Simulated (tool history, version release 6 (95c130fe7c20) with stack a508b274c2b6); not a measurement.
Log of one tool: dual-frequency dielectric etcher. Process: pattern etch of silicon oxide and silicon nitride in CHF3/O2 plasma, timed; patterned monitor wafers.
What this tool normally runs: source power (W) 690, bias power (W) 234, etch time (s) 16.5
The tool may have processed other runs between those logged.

| run | day | source power (W) | bias power (W) | etch time (s) | wafers since the last listed run | hours since the last wet clean | hours since the last source power generator calibration | hours since the last bias power generator calibration | hours since the last upper electrode change | hours since the gauge calibration | read-back reference wafer on the same gauge, depth_nm | mean etch depth across the wafer (angstrom) |
|---|---|---|---|---|---|---|---|---|---|---|---|---|
| 1 | 0 | 690 | 234 | 16.5 | 0 | 417.5 | 3557.6 | 2959.4 | 3089.5 | 22.6 | 27.38 | 263.6 |
| 2 | 2.904 | 690 | 234 | 16.5 | 638 | 487.2 | 3627.3 | 3029.1 | 3159.2 | 92.3 | 27.42 | 263.9 |
| 3 | 4.242 | 690 | 234 | 16.5 | 294 | 519.3 | 3659.4 | 3061.2 | 3191.3 | 124.4 | 27.4 | 264.7 |
|  | 5.346 | wet clean of the chamber |
| 4 | 5.762 | 690 | 234 | 16.5 | 114 | 10 | 3695.9 | 3097.7 | 3227.8 | 160.9 | 27.37 | 257.2 |
| 5 | 8.008 | 690 | 234 | 16.5 | 493 | 63.9 | 3749.8 | 3151.6 | 3281.7 | 214.8 | 27.36 | 256.9 |
| 6 | 10.675 | 690 | 234 | 16.5 | 586 | 127.9 | 3813.8 | 3215.6 | 3345.7 | 278.8 | 27.4 | 258.7 |
| 7 | 12.488 | 820 | 273 | 16.5 | 398 | 171.4 | 3857.3 | 3259.1 | 3389.2 | 322.3 | 27.4 | 297.6 |
| 8 | 15.425 | 770 | 234 | 16.5 | 646 | 241.9 | 3927.8 | 3329.6 | 3459.7 | 392.8 | 27.43 | 270.2 |
| 9 | 16.454 | 770 | 234 | 16.5 | 226 | 266.6 | 3952.5 | 3354.3 | 3484.4 | 417.5 | 27.39 | 268.7 |
|  | 19.233 | upper electrode replaced |
| 10 | 19.254 | 690 | 213 | 16.5 | 395 | 333.8 | 4019.7 | 3421.5 | 0.5 | 484.7 | 27.41 | 247.9 |
|  | 19.758 | bias power generator calibrated |
| 11 | 21.6 | 690 | 213 | 16.5 | 479 | 390.1 | 4076 | 44.2 | 56.8 | 541 | 27.41 | 248.8 |
| 12 | 23.279 | 690 | 211 | 16.5 | 369 | 430.4 | 4116.3 | 84.5 | 97.1 | 581.3 | 27.39 | 248.1 |
|  | 24.646 | wet clean of the chamber |
|  | 24.896 | gauge calibrated |
| 13 | 25.579 | 690 | 234 | 16.5 | 285 | 22.4 | 4171.5 | 139.7 | 152.3 | 16.4 | 27.4 | 256.5 |
| 14 | 27.746 | 520 | 254 | 16.5 | 476 | 74.4 | 4223.5 | 191.7 | 204.3 | 68.4 | 27.37 | 249 |
| 15 | 29.338 | 570 | 265 | 21.5 | 350 | 112.6 | 4261.7 | 229.9 | 242.5 | 106.6 | 27.39 | 340.6 |
| 16 | 30.546 | 840 | 234 | 12 | 265 | 141.6 | 4290.7 | 258.9 | 271.5 | 135.6 | 27.41 | 200.8 |
|  | 31.3 | source power generator calibrated |
| 17 | 33.475 | 690 | 234 | 16.5 | 607 | 211.9 | 52.2 | 329.2 | 341.8 | 205.9 | 27.42 | 260.4 |
| 18 | 36.183 | 810 | 234 | 16.5 | 595 | 276.9 | 117.2 | 394.2 | 406.8 | 270.9 | 27.4 | 275.7 |
| 19 | 37.196 | 530 | 234 | 16.5 | 222 | 301.2 | 141.5 | 418.5 | 431.1 | 295.2 | 27.41 | 242.2 |
| 20 | 39.433 | 690 | 234 | 16.5 | 492 | 354.9 | 195.2 | 472.2 | 484.8 | 348.9 | 27.41 | 263.2 |
| 21 | 41.992 | 610 | 280 | 14.5 | 562 | 416.3 | 256.6 | 533.6 | 546.2 | 410.3 | 27.43 | 245 |
| 22 | 44.804 | 690 | 234 | 16.5 | 618 | 483.8 | 324.1 | 601.1 | 613.7 | 477.8 | 27.39 | 264.9 |

Alternative continuations, all from the tool just after run 22; predict every row:
| A | 44.821 | 800 | 234 | 16.5 | 3 | 484.2 | 324.5 | 601.5 | 614.1 | 478.2 | ? | ? |
| B | 44.821 | 800 | 264 | 16.5 | 3 | 484.2 | 324.5 | 601.5 | 614.1 | 478.2 | ? | ? |
| C | 44.821 | 630 | 197 | 16.5 | 3 | 484.2 | 324.5 | 601.5 | 614.1 | 478.2 | ? | ? |
| D | 44.821 | 690 | 267 | 16.5 | 3 | 484.2 | 324.5 | 601.5 | 614.1 | 478.2 | ? | ? |
| E | 44.821 | 630 | 255 | 14.5 | 3 | 484.2 | 324.5 | 601.5 | 614.1 | 478.2 | ? | ? |

| run | read-back reference wafer on the same gauge, depth_nm | mean etch depth across the wafer (angstrom) |
|---|---|---|
| A | 27.4 | 275.8 |
| B | 27.4 | 294.1 |
| C | 27.4 | 232.3 |
| D | 27.4 | 282.6 |
| E | 27.4 | 235.7 |
What these runs would have given with no unlogged condition in the tool:
| run | mean etch depth across the wafer (angstrom) |
|---|---|
| A | 266.8 |
| B | 284.5 |
| C | 224.7 |
| D | 273.3 |
| E | 228 |
